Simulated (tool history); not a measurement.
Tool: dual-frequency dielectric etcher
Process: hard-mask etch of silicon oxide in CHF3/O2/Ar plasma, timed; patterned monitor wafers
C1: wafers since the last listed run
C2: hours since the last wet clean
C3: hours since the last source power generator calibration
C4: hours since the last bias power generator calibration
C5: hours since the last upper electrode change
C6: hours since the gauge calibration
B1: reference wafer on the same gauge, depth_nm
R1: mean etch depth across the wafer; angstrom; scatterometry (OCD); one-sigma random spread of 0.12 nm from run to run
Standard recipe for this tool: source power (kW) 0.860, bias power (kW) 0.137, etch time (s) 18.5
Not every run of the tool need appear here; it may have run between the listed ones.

{"run": 1, "hour": 0.0, "source power (kW)": 0.86, "bias power (kW)": 0.137, "etch time (s)": 18.5, "C1": 0, "C2": 277.5, "C3": 3113.0, "C4": 2138.5, "C5": 3845.0, "C6": 1239.1, "B1": 42.83, "R1": 390.5}
{"run": 2, "hour": 45.1, "source power (kW)": 0.86, "bias power (kW)": 0.137, "etch time (s)": 18.5, "C1": 681, "C2": 322.6, "C3": 3158.1, "C4": 2183.6, "C5": 3890.1, "C6": 1284.2, "B1": 42.79, "R1": 388.0}
{"run": 3, "hour": 82.4, "source power (kW)": 0.86, "bias power (kW)": 0.137, "etch time (s)": 18.5, "C1": 563, "C2": 359.9, "C3": 3195.4, "C4": 2220.9, "C5": 3927.4, "C6": 1321.5, "B1": 42.82, "R1": 384.5}
{"hour": 110.0, "done": "upper electrode replaced"}
{"run": 4, "hour": 138.7, "source power (kW)": 0.86, "bias power (kW)": 0.137, "etch time (s)": 18.5, "C1": 488, "C2": 416.2, "C3": 3251.7, "C4": 2277.2, "C5": 28.7, "C6": 1377.8, "B1": 42.84, "R1": 385.2}
{"hour": 172.6, "done": "bias power generator calibrated"}
{"hour": 186.8, "done": "wet clean of the chamber"}
{"run": 5, "hour": 187.3, "source power (kW)": 0.86, "bias power (kW)": 0.137, "etch time (s)": 18.5, "C1": 460, "C2": 0.5, "C3": 3300.3, "C4": 14.7, "C5": 77.3, "C6": 1426.4, "B1": 42.78, "R1": 398.3}
{"hour": 197.2, "done": "gauge calibrated"}
{"run": 6, "hour": 245.0, "source power (kW)": 0.86, "bias power (kW)": 0.137, "etch time (s)": 18.5, "C1": 871, "C2": 58.2, "C3": 3358.0, "C4": 72.4, "C5": 135.0, "C6": 47.8, "B1": 42.83, "R1": 395.7}
{"run": 7, "hour": 269.3, "source power (kW)": 0.86, "bias power (kW)": 0.137, "etch time (s)": 18.5, "C1": 367, "C2": 82.5, "C3": 3382.3, "C4": 96.7, "C5": 159.3, "C6": 72.1, "B1": 42.8, "R1": 394.9}
{"run": 8, "hour": 313.6, "source power (kW)": 0.86, "bias power (kW)": 0.137, "etch time (s)": 20.0, "C1": 669, "C2": 126.8, "C3": 3426.6, "C4": 141.0, "C5": 203.6, "C6": 116.4, "B1": 42.76, "R1": 423.6}
{"run": 9, "hour": 352.2, "source power (kW)": 0.86, "bias power (kW)": 0.137, "etch time (s)": 20.0, "C1": 583, "C2": 165.4, "C3": 3465.2, "C4": 179.6, "C5": 242.2, "C6": 155.0, "B1": 42.83, "R1": 423.2}
{"hour": 406.9, "done": "source power generator calibrated"}
{"run": 10, "hour": 407.4, "source power (kW)": 0.92, "bias power (kW)": 0.167, "etch time (s)": 14.5, "C1": 773, "C2": 220.6, "C3": 0.5, "C4": 234.8, "C5": 297.4, "C6": 210.2, "B1": 42.85, "R1": 346.5}
{"run": 11, "hour": 447.2, "source power (kW)": 0.95, "bias power (kW)": 0.127, "etch time (s)": 23.5, "C1": 601, "C2": 260.4, "C3": 40.3, "C4": 274.6, "C5": 337.2, "C6": 250.0, "B1": 42.8, "R1": 521.4}
{"run": 12, "hour": 480.7, "source power (kW)": 1.07, "bias power (kW)": 0.137, "etch time (s)": 18.5, "C1": 506, "C2": 293.9, "C3": 73.8, "C4": 308.1, "C5": 370.7, "C6": 283.5, "B1": 42.79, "R1": 446.4}
{"run": 13, "hour": 520.1, "source power (kW)": 0.86, "bias power (kW)": 0.137, "etch time (s)": 18.5, "C1": 595, "C2": 333.3, "C3": 113.2, "C4": 347.5, "C5": 410.1, "C6": 322.9, "B1": 42.76, "R1": 395.4}
{"run": 14, "hour": 546.6, "source power (kW)": 0.86, "bias power (kW)": 0.137, "etch time (s)": 18.5, "C1": 400, "C2": 359.8, "C3": 139.7, "C4": 374.0, "C5": 436.6, "C6": 349.4, "B1": 42.81, "R1": 394.8}
{"hour": 624.5, "done": "wet clean of the chamber"}
{"run": 15, "hour": 625.0, "source power (kW)": 0.94, "bias power (kW)": 0.128, "etch time (s)": 18.5, "C1": 822, "C2": 0.5, "C3": 218.1, "C4": 452.4, "C5": 515.0, "C6": 427.8, "B1": 42.83, "R1": 414.7}
{"run": 16, "hour": 673.0, "source power (kW)": 1.01, "bias power (kW)": 0.137, "etch time (s)": 18.5, "C1": 725, "C2": 48.5, "C3": 266.1, "C4": 500.4, "C5": 563.0, "C6": 475.8, "B1": 42.8, "R1": 438.9}
{"run": 17, "hour": 724.3, "source power (kW)": 0.86, "bias power (kW)": 0.137, "etch time (s)": 18.5, "C1": 775, "C2": 99.8, "C3": 317.4, "C4": 551.7, "C5": 614.3, "C6": 527.1, "B1": 42.79, "R1": 400.2}
{"run": 18, "hour": 794.8, "source power (kW)": 0.86, "bias power (kW)": 0.137, "etch time (s)": 15.0, "C1": 1065, "C2": 170.3, "C3": 387.9, "C4": 622.2, "C5": 684.8, "C6": 597.6, "B1": 42.8, "R1": 323.0}
{"run": 19, "hour": 835.4, "source power (kW)": 0.86, "bias power (kW)": 0.156, "etch time (s)": 20.0, "C1": 613, "C2": 210.9, "C3": 428.5, "C4": 662.8, "C5": 725.4, "C6": 638.2, "B1": 42.84, "R1": 446.2}
{"run": 20, "hour": 874.1, "source power (kW)": 0.8, "bias power (kW)": 0.11, "etch time (s)": 22.5, "C1": 584, "C2": 249.6, "C3": 467.2, "C4": 701.5, "C5": 764.1, "C6": 676.9, "B1": 42.86, "R1": 435.9}
{"run": 21, "hour": 910.0, "source power (kW)": 0.86, "bias power (kW)": 0.137, "etch time (s)": 18.5, "C1": 542, "C2": 285.5, "C3": 503.1, "C4": 737.4, "C5": 800.0, "C6": 712.8, "B1": 42.79, "R1": 395.6}
{"run": 22, "hour": 953.3, "source power (kW)": 1.02, "bias power (kW)": 0.117, "etch time (s)": 20.5, "C1": 654, "C2": 328.8, "C3": 546.4, "C4": 780.7, "C5": 843.3, "C6": 756.1, "B1": 42.79, "R1": 455.1}
{"run": 23, "hour": 996.6, "source power (kW)": 0.76, "bias power (kW)": 0.137, "etch time (s)": 22.0, "C1": 654, "C2": 372.1, "C3": 589.7, "C4": 824.0, "C5": 886.6, "C6": 799.4, "B1": 42.76, "R1": 436.1}
{"hour": 1060.5, "done": "wet clean of the chamber"}
{"run": 24, "hour": 1061.0, "source power (kW)": 1.05, "bias power (kW)": 0.153, "etch time (s)": 18.5, "C1": 610, "C2": 0.5, "C3": 654.1, "C4": 888.4, "C5": 951.0, "C6": 863.8, "B1": 42.82, "R1": 465.2}
{"run": 25, "hour": 1111.4, "source power (kW)": 1.03, "bias power (kW)": 0.15, "etch time (s)": 18.5, "C1": 761, "C2": 50.9, "C3": 704.5, "C4": 938.8, "C5": 1001.4, "C6": 914.2, "B1": 42.81, "R1": 453.3}

Estimate the outcome of run 26 from the log above:
{"run": 26, "hour": 1179.0, "source power (kW)": 1.04, "bias power (kW)": 0.149, "etch time (s)": 22.0, "C1": 1021, "C2": 118.5, "C3": 772.1, "C4": 1006.4, "C5": 1069.0, "C6": 981.8, "B1": "?", "R1": "?"}

{"run 26": {"B1": 42.78, "R1": 544.7}}
Take away the tool's hidden state, keep the run-to-run variation as it was, and the same run would have given R1 550.6 angstrom.
